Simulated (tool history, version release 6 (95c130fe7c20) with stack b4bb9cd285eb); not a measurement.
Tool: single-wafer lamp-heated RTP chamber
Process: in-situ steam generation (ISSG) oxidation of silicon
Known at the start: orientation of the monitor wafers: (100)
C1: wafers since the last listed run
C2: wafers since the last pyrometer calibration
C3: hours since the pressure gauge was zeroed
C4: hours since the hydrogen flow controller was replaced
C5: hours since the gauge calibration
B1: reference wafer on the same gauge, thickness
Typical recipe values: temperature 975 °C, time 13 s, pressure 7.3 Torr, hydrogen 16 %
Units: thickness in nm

run 1 hour=0.0 | temperature=975 time=13 pressure=7.3 hydrogen=16 | C1=0 C2=1251 C3=3124.1 C4=2956.3 C5=30.6 | B1=4.051 | thickness=3.427
run 2 hour=16.5 | temperature=975 time=13 pressure=7.3 hydrogen=16 | C1=105 C2=1357 C3=3140.6 C4=2972.8 C5=47.1 | B1=4.049 | thickness=3.409
run 3 hour=22.7 | temperature=975 time=13 pressure=7.3 hydrogen=16 | C1=39 C2=1396 C3=3146.8 C4=2979.0 C5=53.3 | B1=4.049 | thickness=3.422
run 4 hour=40.6 | temperature=960 time=13 pressure=7.6 hydrogen=16 | C1=114 C2=1510 C3=3164.7 C4=2996.9 C5=71.2 | B1=4.051 | thickness=3.284
run 5 hour=75.3 | temperature=960 time=13 pressure=7.6 hydrogen=16 | C1=221 C2=1732 C3=3199.4 C4=3031.6 C5=105.9 | B1=4.053 | thickness=3.297
run 6 hour=81.5 | temperature=960 time=13 pressure=7.6 hydrogen=16 | C1=39 C2=1771 C3=3205.6 C4=3037.8 C5=112.1 | B1=4.048 | thickness=3.283
-- hour=95.2 gauge calibrated
run 7 hour=97.8 | temperature=975 time=13 pressure=7.3 hydrogen=16 | C1=103 C2=1875 C3=3221.9 C4=3054.1 C5=2.6 | B1=4.049 | thickness=3.421
run 8 hour=104.5 | temperature=975 time=13 pressure=7.3 hydrogen=16 | C1=42 C2=1918 C3=3228.6 C4=3060.8 C5=9.3 | B1=4.051 | thickness=3.424
run 9 hour=112.0 | temperature=975 time=13 pressure=7.3 hydrogen=16 | C1=47 C2=1966 C3=3236.1 C4=3068.3 C5=16.8 | B1=4.047 | thickness=3.429
run 10 hour=123.8 | temperature=975 time=10 pressure=7.3 hydrogen=11 | C1=75 C2=2041 C3=3247.9 C4=3080.1 C5=28.6 | B1=4.051 | thickness=2.816
-- hour=137.5 pyrometer window cleaned and pyrometer calibrated
run 11 hour=138.0 | temperature=960 time=13 pressure=7.3 hydrogen=22 | C1=39 C2=2 C3=3262.1 C4=3094.3 C5=42.8 | B1=4.050 | thickness=3.551
run 12 hour=149.8 | temperature=981 time=13 pressure=7.3 hydrogen=16 | C1=75 C2=78 C3=3273.9 C4=3106.1 C5=54.6 | B1=4.050 | thickness=3.488
-- hour=162.4 hydrogen flow controller replaced
-- hour=167.9 pressure gauge zeroed
run 13 hour=168.4 | temperature=975 time=13 pressure=7.3 hydrogen=16 | C1=32 C2=110 C3=0.5 C4=6.0 C5=73.2 | B1=4.049 | thickness=3.427
run 14 hour=168.7 | temperature=975 time=14 pressure=7.3 hydrogen=16 | C1=1 C2=112 C3=0.8 C4=6.3 C5=73.5 | B1=4.049 | thickness=3.517
run 15 hour=176.6 | temperature=975 time=8 pressure=8.1 hydrogen=11 | C1=50 C2=163 C3=8.7 C4=14.2 C5=81.4 | B1=4.050 | thickness=2.579
run 16 hour=190.2 | temperature=985 time=13 pressure=7.3 hydrogen=12 | C1=86 C2=250 C3=22.3 C4=27.8 C5=95.0 | B1=4.050 | thickness=3.292
run 17 hour=198.5 | temperature=956 time=13 pressure=8.4 hydrogen=16 | C1=52 C2=302 C3=30.6 C4=36.1 C5=103.3 | B1=4.049 | thickness=3.258
run 18 hour=216.0 | temperature=975 time=10 pressure=7.3 hydrogen=11 | C1=111 C2=414 C3=48.1 C4=53.6 C5=120.8 | B1=4.050 | thickness=2.818
-- hour=226.5 gauge calibrated
run 19 hour=231.6 | temperature=975 time=8 pressure=8.1 hydrogen=11 | C1=99 C2=514 C3=63.7 C4=69.2 C5=5.1 | B1=4.050 | thickness=2.592

Forecast each of these 5 alternatives for the next run:
run A hour=232.0 | temperature=975 time=13 pressure=7.3 hydrogen=16 | C1=2 C2=516 C3=64.1 C4=69.6 C5=5.5 | B1=? | thickness=?
run B hour=232.0 | temperature=975 time=9 pressure=6.9 hydrogen=16 | C1=2 C2=516 C3=64.1 C4=69.6 C5=5.5 | B1=? | thickness=?
run C hour=232.0 | temperature=992 time=9 pressure=6.9 hydrogen=11 | C1=2 C2=516 C3=64.1 C4=69.6 C5=5.5 | B1=? | thickness=?
run D hour=232.0 | temperature=991 time=13 pressure=7.3 hydrogen=21 | C1=2 C2=516 C3=64.1 C4=69.6 C5=5.5 | B1=? | thickness=?
run E hour=232.0 | temperature=975 time=8 pressure=7.3 hydrogen=11 | C1=2 C2=516 C3=64.1 C4=69.6 C5=5.5 | B1=? | thickness=?

run=A B1=4.050 thickness=3.414
run=B B1=4.050 thickness=2.930
run=C B1=4.050 thickness=2.797
run=D B1=4.050 thickness=3.841
run=E B1=4.050 thickness=2.563
Without the tool's hidden state the same runs would have given:
run=A thickness=3.414
run=B thickness=2.930
run=C thickness=2.797
run=D thickness=3.841
run=E thickness=2.563

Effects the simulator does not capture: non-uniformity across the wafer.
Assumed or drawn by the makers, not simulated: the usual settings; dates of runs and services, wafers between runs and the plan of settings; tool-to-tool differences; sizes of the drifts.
